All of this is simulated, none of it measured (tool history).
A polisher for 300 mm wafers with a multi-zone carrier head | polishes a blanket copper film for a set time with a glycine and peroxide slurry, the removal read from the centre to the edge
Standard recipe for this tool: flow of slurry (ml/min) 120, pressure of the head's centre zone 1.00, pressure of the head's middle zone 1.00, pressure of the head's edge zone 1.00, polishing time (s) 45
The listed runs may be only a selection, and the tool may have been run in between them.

run,day,flow of slurry (ml/min),pressure of the head's centre zone,pressure of the head's middle zone,pressure of the head's edge zone,polishing time (s),wafers since the last listed run,wafers polished on this pad,hours since the slurry nozzle was cleaned,hours since the centre zone pressure was calibrated,hours since the edge zone pressure was calibrated,hours since the carrier head's membrane was replaced,"incoming thickness of the incoming film, nm",film removed at the wafer's centre (Å),film removed at mid-radius (Å),film removed at the wafer's edge (Å)
1,0.000,120,1.00,1.00,1.00,45,0,1113,166.8,143.3,150.7,575.7,2416.7,2321,2375,2427
2,2.829,120,1.07,1.00,1.00,33,732,1845,234.7,211.2,218.6,643.6,2375.8,1823,1697,1702
3,6.504,120,1.00,1.00,1.00,45,951,2797,322.9,299.4,306.8,731.8,2374.6,2366,2346,2377
4,8.775,120,1.00,1.00,1.00,45,587,3385,377.4,353.9,361.3,786.3,2408.4,2358,2323,2359
# day 9.583: slurry nozzle cleaned
5,10.288,120,1.00,0.91,1.00,45,380,3765,16.9,390.2,397.6,822.6,2371.4,2399,2258,2429
# day 14.058: worn pad replaced by a new one
6,14.650,120,1.00,0.91,1.00,45,1086,152,121.6,494.9,502.3,927.3,2406.4,2332,2212,2402
7,21.567,120,1.00,1.00,1.00,45,1790,1943,287.6,660.9,668.3,1093.3,2368.4,2346,2342,2368
8,25.954,120,1.00,1.00,1.00,45,1135,3079,392.9,766.2,773.6,1198.6,2403.6,2285,2334,2352
# day 26.854: slurry nozzle cleaned
# day 28.683: worn pad replaced by a new one
9,29.308,120,1.00,1.00,1.09,45,814,161,58.9,846.7,854.1,1279.1,2391.6,2450,2437,2539
10,32.575,120,1.00,1.00,1.09,45,845,1007,137.3,925.1,932.5,1357.5,2397.2,2356,2384,2574
# day 33.829: centre zone pressure recalibrated
11,34.492,120,1.00,1.08,1.04,45,474,1482,183.3,15.9,978.5,1403.5,2355.8,2345,2502,2447
12,36.883,100,1.00,1.00,1.00,45,619,2101,240.7,73.3,1035.9,1460.9,2405.8,2164,2286,2345
13,39.096,120,1.00,1.00,1.00,45,572,2674,293.8,126.4,1089.0,1514.0,2396.4,2339,2337,2407
# day 39.821: carrier head's membrane replaced by a new one
# day 40.846: slurry nozzle cleaned
# day 41.104: edge zone pressure recalibrated
14,42.512,120,1.08,1.04,1.00,45,798,3472,40.0,208.4,33.8,64.6,2411.2,2597,2508,2421
15,45.446,120,1.08,1.04,1.00,45,759,4232,110.4,278.8,104.2,135.0,2408.1,2554,2528,2489
# day 46.179: worn pad replaced by a new one, of another model than before
# day 58.000: slurry nozzle cleaned
16,58.067,120,1.00,0.96,1.00,45,3213,3067,1.6,581.7,407.1,437.9,2433.2,2405,2365,2484
17,60.671,120,1.07,1.07,1.00,45,674,3741,64.1,644.2,469.6,500.4,2409.7,2533,2578,2443
# day 64.029: worn pad replaced by a new one
18,64.050,120,1.00,1.00,1.00,45,831,5,145.2,725.3,550.7,581.5,2370.6,2289,2367,2332
# day 65.375: centre zone pressure recalibrated
19,65.996,120,1.00,1.00,1.05,58,482,487,191.9,14.9,597.4,628.2,2373.3,2905,3056,2998
20,70.212,120,0.92,1.00,1.00,45,1091,1579,293.1,116.1,698.6,729.4,2362.9,2067,2286,2301
21,72.208,150,1.08,0.95,1.00,31,516,2096,341.0,164.0,746.5,777.3,2399.7,1794,1588,1667
# day 72.425: slurry nozzle cleaned
22,75.092,120,1.00,1.00,1.11,51,735,2832,64.0,233.2,815.7,846.5,2384.2,2702,2729,2867

Each run again, without the hidden state but with its own random variation kept:
Unlogged tool condition in this case: removal rate lost through wear of the pad, %; slurry flow missing at the pad, %; deviation of the centre zone's pressure from its setpoint, %; deviation of the edge zone's pressure from its setpoint, %.
run,film removed at the wafer's centre (Å),film removed at mid-radius (Å),film removed at the wafer's edge (Å)
1,2437,2478,2499
2,1931,1784,1761
3,2522,2479,2469
4,2519,2460,2453
5,2421,2275,2442
6,2424,2288,2458
7,2489,2466,2453
8,2435,2467,2443
9,2501,2481,2571
10,2450,2466,2635
11,2456,2605,2515
12,2300,2408,2428
13,2475,2455,2490
14,2645,2547,2448
15,2651,2611,2545
16,2415,2373,2490
17,2621,2656,2494
18,2435,2497,2419
19,3123,3254,3129
20,2254,2464,2422
21,1928,1691,1742
22,2787,2803,2921
